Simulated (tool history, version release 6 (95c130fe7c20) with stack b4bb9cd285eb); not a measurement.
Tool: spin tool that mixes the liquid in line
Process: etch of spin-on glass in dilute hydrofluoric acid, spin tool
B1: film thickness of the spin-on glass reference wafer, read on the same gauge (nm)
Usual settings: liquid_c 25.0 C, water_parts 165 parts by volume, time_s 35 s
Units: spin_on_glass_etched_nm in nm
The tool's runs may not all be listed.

{"run": 1, "hour": 0.0, "liquid_c": 25.0, "water_parts": 165, "time_s": 35, "B1": 118.67, "spin_on_glass_etched_nm": 9.16}
{"run": 2, "hour": 31.6, "liquid_c": 25.0, "water_parts": 165, "time_s": 35, "B1": 118.62, "spin_on_glass_etched_nm": 9.24}
{"run": 3, "hour": 66.6, "liquid_c": 25.0, "water_parts": 165, "time_s": 35, "B1": 118.62, "spin_on_glass_etched_nm": 9.19}
{"hour": 88.8, "done": "gauge calibrated"}
{"run": 4, "hour": 94.9, "liquid_c": 22.0, "water_parts": 165, "time_s": 45, "B1": 120.05, "spin_on_glass_etched_nm": 10.66}
{"run": 5, "hour": 111.3, "liquid_c": 25.0, "water_parts": 115, "time_s": 35, "B1": 119.81, "spin_on_glass_etched_nm": 14.13}
{"run": 6, "hour": 140.8, "liquid_c": 25.0, "water_parts": 115, "time_s": 35, "B1": 119.49, "spin_on_glass_etched_nm": 14.05}
{"run": 7, "hour": 161.6, "liquid_c": 25.0, "water_parts": 115, "time_s": 35, "B1": 119.31, "spin_on_glass_etched_nm": 13.97}
{"run": 8, "hour": 187.9, "liquid_c": 25.0, "water_parts": 165, "time_s": 35, "B1": 119.16, "spin_on_glass_etched_nm": 9.24}
{"run": 9, "hour": 216.3, "liquid_c": 25.0, "water_parts": 165, "time_s": 35, "B1": 118.97, "spin_on_glass_etched_nm": 9.2}
{"run": 10, "hour": 242.7, "liquid_c": 25.0, "water_parts": 165, "time_s": 35, "B1": 118.89, "spin_on_glass_etched_nm": 9.19}
{"run": 11, "hour": 261.4, "liquid_c": 25.0, "water_parts": 165, "time_s": 35, "B1": 118.85, "spin_on_glass_etched_nm": 9.2}
{"run": 12, "hour": 274.4, "liquid_c": 25.0, "water_parts": 165, "time_s": 35, "B1": 118.81, "spin_on_glass_etched_nm": 9.21}
{"run": 13, "hour": 288.9, "liquid_c": 27.5, "water_parts": 100, "time_s": 35, "B1": 118.75, "spin_on_glass_etched_nm": 18.1}
{"run": 14, "hour": 324.1, "liquid_c": 25.0, "water_parts": 165, "time_s": 15, "B1": 118.7, "spin_on_glass_etched_nm": 3.95}
{"run": 15, "hour": 336.4, "liquid_c": 20.5, "water_parts": 115, "time_s": 25, "B1": 118.64, "spin_on_glass_etched_nm": 8.38}
{"hour": 360.8, "done": "hydrofluoric acid flow meter replaced"}
{"run": 16, "hour": 369.8, "liquid_c": 23.0, "water_parts": 95, "time_s": 25, "B1": 118.6, "spin_on_glass_etched_nm": 11.42}
{"run": 17, "hour": 391.9, "liquid_c": 23.5, "water_parts": 120, "time_s": 45, "B1": 118.58, "spin_on_glass_etched_nm": 16.16}
{"hour": 420.2, "done": "gauge calibrated"}
{"run": 18, "hour": 427.2, "liquid_c": 21.0, "water_parts": 165, "time_s": 20, "B1": 119.97, "spin_on_glass_etched_nm": 4.55}
{"run": 19, "hour": 458.4, "liquid_c": 25.0, "water_parts": 125, "time_s": 35, "B1": 119.56, "spin_on_glass_etched_nm": 12.78}
{"run": 20, "hour": 482.3, "liquid_c": 25.0, "water_parts": 165, "time_s": 35, "B1": 119.33, "spin_on_glass_etched_nm": 9.27}
{"hour": 501.3, "done": "thermometer replaced"}
{"run": 21, "hour": 509.3, "liquid_c": 20.5, "water_parts": 205, "time_s": 35, "B1": 119.13, "spin_on_glass_etched_nm": 6.0}
{"run": 22, "hour": 539.6, "liquid_c": 25.0, "water_parts": 115, "time_s": 35, "B1": 118.94, "spin_on_glass_etched_nm": 13.99}
{"run": 23, "hour": 556.4, "liquid_c": 25.0, "water_parts": 135, "time_s": 35, "B1": 118.88, "spin_on_glass_etched_nm": 11.67}
{"run": 24, "hour": 585.6, "liquid_c": 29.5, "water_parts": 100, "time_s": 25, "B1": 118.77, "spin_on_glass_etched_nm": 13.96}
{"run": 25, "hour": 608.1, "liquid_c": 25.0, "water_parts": 165, "time_s": 35, "B1": 118.68, "spin_on_glass_etched_nm": 9.21}
{"run": 26, "hour": 636.3, "liquid_c": 25.0, "water_parts": 125, "time_s": 35, "B1": 118.62, "spin_on_glass_etched_nm": 12.75}

Hidden state or all else? Some run-to-run changes of spin_on_glass_etched_nm, split into what the settings, what came in and random variation would give without the hidden state, and what is left for the hidden state (with any gauge scatter that isn't in both results):
The hidden state here: liquid colder than its thermometer reads (K); hydrofluoric acid flow below the setpoint (%); gauge reads high (%).
Run 13 -> 14: liquid_c 27.5 -> 25.0, water_parts 100 -> 165, time_s 35 -> 15. spin_on_glass_etched_nm -14.15 nm: hidden state +0.15, all else -14.30.
Run 17 -> 18: liquid_c 23.5 -> 21.0, water_parts 120 -> 165, time_s 45 -> 20, gauge calibrated. spin_on_glass_etched_nm -11.61 nm: hidden state +0.18, all else -11.79.
